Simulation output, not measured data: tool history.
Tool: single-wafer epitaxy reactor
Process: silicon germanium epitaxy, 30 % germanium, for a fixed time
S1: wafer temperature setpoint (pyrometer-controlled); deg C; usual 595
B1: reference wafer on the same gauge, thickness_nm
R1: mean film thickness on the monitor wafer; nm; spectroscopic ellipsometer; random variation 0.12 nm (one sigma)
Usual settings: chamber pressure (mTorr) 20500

run 1 hour=0.0 | S1=595 chamber_pressure_(mTorr)=20500 | B1=48.922 | R1=60.981
run 2 hour=22.0 | S1=595 chamber_pressure_(mTorr)=20500 | B1=48.872 | R1=61.277
run 3 hour=51.3 | S1=595 chamber_pressure_(mTorr)=20500 | B1=48.947 | R1=61.634
run 4 hour=80.5 | S1=595 chamber_pressure_(mTorr)=20500 | B1=48.899 | R1=61.653
run 5 hour=93.2 | S1=595 chamber_pressure_(mTorr)=20500 | B1=48.897 | R1=61.756
run 6 hour=179.4 | S1=595 chamber_pressure_(mTorr)=16800 | B1=48.928 | R1=57.744
run 7 hour=195.7 | S1=595 chamber_pressure_(mTorr)=16800 | B1=48.917 | R1=58.033
-- hour=230.8 gauge calibrated
run 8 hour=300.3 | S1=595 chamber_pressure_(mTorr)=16800 | B1=48.854 | R1=58.464
run 9 hour=322.5 | S1=598 chamber_pressure_(mTorr)=17100 | B1=48.873 | R1=63.260
run 10 hour=343.0 | S1=595 chamber_pressure_(mTorr)=20500 | B1=48.917 | R1=63.046
run 11 hour=356.5 | S1=595 chamber_pressure_(mTorr)=20500 | B1=48.887 | R1=63.349
-- hour=375.7 pyrometer calibrated
run 12 hour=380.2 | S1=595 chamber_pressure_(mTorr)=20500 | B1=48.917 | R1=56.805
run 13 hour=395.6 | S1=609 chamber_pressure_(mTorr)=24000 | B1=48.924 | R1=80.498
run 14 hour=426.4 | S1=588 chamber_pressure_(mTorr)=23600 | B1=48.928 | R1=51.738
run 15 hour=474.5 | S1=595 chamber_pressure_(mTorr)=20500 | B1=48.910 | R1=56.917
-- hour=491.4 capacitance manometer re-zeroed and calibrated
run 16 hour=497.1 | S1=595 chamber_pressure_(mTorr)=20500 | B1=48.901 | R1=55.228
run 17 hour=515.5 | S1=587 chamber_pressure_(mTorr)=16700 | B1=48.930 | R1=43.091
run 18 hour=530.7 | S1=595 chamber_pressure_(mTorr)=15800 | B1=48.914 | R1=50.264
-- hour=554.0 showerhead replaced
run 19 hour=556.4 | S1=595 chamber_pressure_(mTorr)=20500 | B1=48.918 | R1=54.861
run 20 hour=578.3 | S1=587 chamber_pressure_(mTorr)=17900 | B1=48.855 | R1=44.359
run 21 hour=600.1 | S1=595 chamber_pressure_(mTorr)=17600 | B1=48.910 | R1=52.162
run 22 hour=636.0 | S1=587 chamber_pressure_(mTorr)=17900 | B1=48.906 | R1=44.245
run 23 hour=661.3 | S1=587 chamber_pressure_(mTorr)=17300 | B1=48.828 | R1=43.911
run 24 hour=688.4 | S1=595 chamber_pressure_(mTorr)=19200 | B1=48.964 | R1=53.962
run 25 hour=711.1 | S1=595 chamber_pressure_(mTorr)=19200 | B1=48.915 | R1=53.928

4 ways to go on from here, each from the tool as it stands after run 25. What would each give?
run A hour=711.5 | S1=595 chamber_pressure_(mTorr)=20500 | B1=? | R1=?
run B hour=711.5 | S1=601 chamber_pressure_(mTorr)=20500 | B1=? | R1=?
run C hour=711.5 | S1=587 chamber_pressure_(mTorr)=18000 | B1=? | R1=?
run D hour=711.5 | S1=584 chamber_pressure_(mTorr)=18200 | B1=? | R1=?

run=A B1=48.911 R1=55.210
run=B B1=48.911 R1=62.586
run=C B1=48.911 R1=44.455
run=D B1=48.911 R1=41.829
Without the tool's hidden state the same runs would have given:
run=A R1=55.583
run=B R1=63.009
run=C R1=44.756
run=D R1=42.113

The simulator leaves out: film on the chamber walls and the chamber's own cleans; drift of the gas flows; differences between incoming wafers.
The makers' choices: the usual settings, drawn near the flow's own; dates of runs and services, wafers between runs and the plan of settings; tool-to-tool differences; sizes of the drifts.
